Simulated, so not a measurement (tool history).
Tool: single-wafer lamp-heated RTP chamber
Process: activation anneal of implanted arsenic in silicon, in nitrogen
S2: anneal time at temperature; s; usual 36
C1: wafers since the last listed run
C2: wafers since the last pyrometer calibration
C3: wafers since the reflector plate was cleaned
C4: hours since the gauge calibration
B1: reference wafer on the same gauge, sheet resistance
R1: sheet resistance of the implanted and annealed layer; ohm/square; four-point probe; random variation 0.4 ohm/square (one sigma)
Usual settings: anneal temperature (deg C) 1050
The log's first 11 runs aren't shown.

{"hour": 314.5, "done": "reflector plate cleaned"}
{"run": 12, "hour": 319.1, "anneal temperature (deg C)": 1060, "S2": 36, "C1": 79, "C2": 553, "C3": 64, "C4": 852.7, "B1": 119.09, "R1": 124.26}
{"hour": 322.4, "done": "gauge calibrated"}
{"run": 13, "hour": 345.7, "anneal temperature (deg C)": 1060, "S2": 36, "C1": 373, "C2": 926, "C3": 438, "C4": 23.3, "B1": 119.17, "R1": 124.01}
{"run": 14, "hour": 377.4, "anneal temperature (deg C)": 1060, "S2": 36, "C1": 444, "C2": 1371, "C3": 882, "C4": 55.0, "B1": 118.97, "R1": 124.63}
{"run": 15, "hour": 397.8, "anneal temperature (deg C)": 1029, "S2": 28, "C1": 286, "C2": 1657, "C3": 1168, "C4": 75.4, "B1": 119.17, "R1": 137.38}
{"run": 16, "hour": 412.1, "anneal temperature (deg C)": 1050, "S2": 52, "C1": 200, "C2": 1858, "C3": 1369, "C4": 89.7, "B1": 118.97, "R1": 122.37}
{"run": 17, "hour": 443.6, "anneal temperature (deg C)": 1074, "S2": 20, "C1": 441, "C2": 2299, "C3": 1810, "C4": 121.2, "B1": 119.02, "R1": 127.36}
{"run": 18, "hour": 527.3, "anneal temperature (deg C)": 1064, "S2": 44, "C1": 1173, "C2": 3473, "C3": 2984, "C4": 204.9, "B1": 119.01, "R1": 119.88}
{"run": 19, "hour": 554.0, "anneal temperature (deg C)": 1035, "S2": 17, "C1": 374, "C2": 3847, "C3": 3359, "C4": 231.6, "B1": 118.89, "R1": 142.78}
{"run": 20, "hour": 567.0, "anneal temperature (deg C)": 1050, "S2": 26, "C1": 182, "C2": 4030, "C3": 3541, "C4": 244.6, "B1": 118.93, "R1": 129.83}
{"run": 21, "hour": 587.4, "anneal temperature (deg C)": 1080, "S2": 54, "C1": 286, "C2": 4316, "C3": 3827, "C4": 265.0, "B1": 119.16, "R1": 114.32}
{"run": 22, "hour": 610.2, "anneal temperature (deg C)": 1031, "S2": 53, "C1": 319, "C2": 4636, "C3": 4147, "C4": 287.8, "B1": 119.19, "R1": 125.3}
{"run": 23, "hour": 641.8, "anneal temperature (deg C)": 1078, "S2": 52, "C1": 443, "C2": 5079, "C3": 4590, "C4": 319.4, "B1": 118.85, "R1": 115.04}
{"run": 24, "hour": 660.4, "anneal temperature (deg C)": 1050, "S2": 36, "C1": 260, "C2": 5340, "C3": 4851, "C4": 338.0, "B1": 119.1, "R1": 124.97}
{"run": 25, "hour": 682.7, "anneal temperature (deg C)": 1065, "S2": 36, "C1": 312, "C2": 5652, "C3": 5163, "C4": 360.3, "B1": 119.2, "R1": 120.95}
{"run": 26, "hour": 706.8, "anneal temperature (deg C)": 1050, "S2": 55, "C1": 337, "C2": 5990, "C3": 5501, "C4": 384.4, "B1": 119.04, "R1": 120.05}
{"run": 27, "hour": 739.7, "anneal temperature (deg C)": 1026, "S2": 49, "C1": 461, "C2": 6452, "C3": 5963, "C4": 417.3, "B1": 118.95, "R1": 127.18}
{"hour": 763.8, "done": "pyrometer window cleaned and pyrometer calibrated"}
{"run": 28, "hour": 771.0, "anneal temperature (deg C)": 1073, "S2": 29, "C1": 326, "C2": 100, "C3": 6290, "C4": 448.6, "B1": 119.15, "R1": 123.52}
{"run": 29, "hour": 793.5, "anneal temperature (deg C)": 1050, "S2": 36, "C1": 315, "C2": 416, "C3": 6605, "C4": 471.1, "B1": 118.96, "R1": 127.02}
{"run": 30, "hour": 816.2, "anneal temperature (deg C)": 1020, "S2": 27, "C1": 318, "C2": 734, "C3": 6923, "C4": 493.8, "B1": 118.99, "R1": 143.07}
{"run": 31, "hour": 830.6, "anneal temperature (deg C)": 1050, "S2": 36, "C1": 201, "C2": 936, "C3": 7125, "C4": 508.2, "B1": 118.88, "R1": 126.28}

Forecast each of these 3 alternatives for the next run:
{"run": "A", "hour": 831.0, "anneal temperature (deg C)": 1050, "S2": 36, "C1": 5, "C2": 942, "C3": 7131, "C4": 508.6, "B1": "?", "R1": "?"}
{"run": "B", "hour": 831.0, "anneal temperature (deg C)": 1021, "S2": 57, "C1": 5, "C2": 942, "C3": 7131, "C4": 508.6, "B1": "?", "R1": "?"}
{"run": "C", "hour": 831.0, "anneal temperature (deg C)": 1042, "S2": 36, "C1": 5, "C2": 942, "C3": 7131, "C4": 508.6, "B1": "?", "R1": "?"}

run=A B1=118.99 R1=126.48
run=B B1=118.99 R1=128.67
run=C B1=118.99 R1=128.66
Without the tool's hidden state the same runs would have given:
run=A R1=127.03
run=B R1=129.34
run=C R1=129.25
